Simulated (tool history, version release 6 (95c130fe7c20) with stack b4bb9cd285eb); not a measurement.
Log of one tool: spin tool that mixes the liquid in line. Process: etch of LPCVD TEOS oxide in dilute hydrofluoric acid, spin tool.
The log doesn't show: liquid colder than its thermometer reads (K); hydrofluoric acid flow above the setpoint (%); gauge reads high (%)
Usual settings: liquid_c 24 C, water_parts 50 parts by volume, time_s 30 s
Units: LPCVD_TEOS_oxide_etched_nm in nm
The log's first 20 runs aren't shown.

run	hour	liquid_c	water_parts	time_s	wafers since the last listed run	hours since the thermometer was replaced	hours since the hydrofluoric acid flow meter was replaced	hours since the gauge calibration	read-back film thickness of the LPCVD TEOS oxide reference wafer, read on the same gauge (nm)	LPCVD_TEOS_oxide_etched_nm
# hour 1406.7: gauge calibrated
21	1475.5	20	50	30	862	1200	210.6	68.8	59.83	9.32
22	1572.6	24	30	15	855	1297.1	307.7	165.9	59.72	9.49
23	1677.9	24	50	30	927	1402.4	413	271.2	59.58	11.03
24	1784.8	24	50	30	941	1509.3	519.9	378.1	59.49	10.96
25	1821.1	27.5	40	35	319	1545.6	556.2	414.4	59.42	18.66
26	1887.9	24	75	30	588	1612.4	623	481.2	59.36	7.07
27	1958.9	24	50	45	625	1683.4	694	552.2	59.29	16.16
28	2024.8	24	50	30	580	1749.3	759.9	618.1	59.2	11.01
29	2117.1	24	70	20	812	1841.6	852.2	710.4	59.11	5.04
# hour 2126.5: thermometer replaced
30	2186.3	24	50	20	600	59.8	921.4	779.6	58.99	7.24
31	2225.4	24	50	30	344	98.9	960.5	818.7	59.01	10.95
32	2325.3	20.5	60	30	879	198.8	1060.4	918.6	58.86	7.71
33	2378.5	22.5	45	20	468	252	1113.6	971.8	58.8	7.55

Forecast each of these 4 alternatives for the next run:
A	2378.9	24	50	30	3	252.4	1114	972.2	?	?
B	2378.9	21.5	35	25	3	252.4	1114	972.2	?	?
C	2378.9	20.5	65	30	3	252.4	1114	972.2	?	?
D	2378.9	28.5	30	30	3	252.4	1114	972.2	?	?

run	read-back film thickness of the LPCVD TEOS oxide reference wafer, read on the same gauge (nm)	LPCVD_TEOS_oxide_etched_nm
A	58.8	10.82
B	58.8	11.83
C	58.8	7.06
D	58.8	22.29
Without the tool's hidden state the same runs would have given:
run	LPCVD_TEOS_oxide_etched_nm
A	11.04
B	12.07
C	7.21
D	22.74
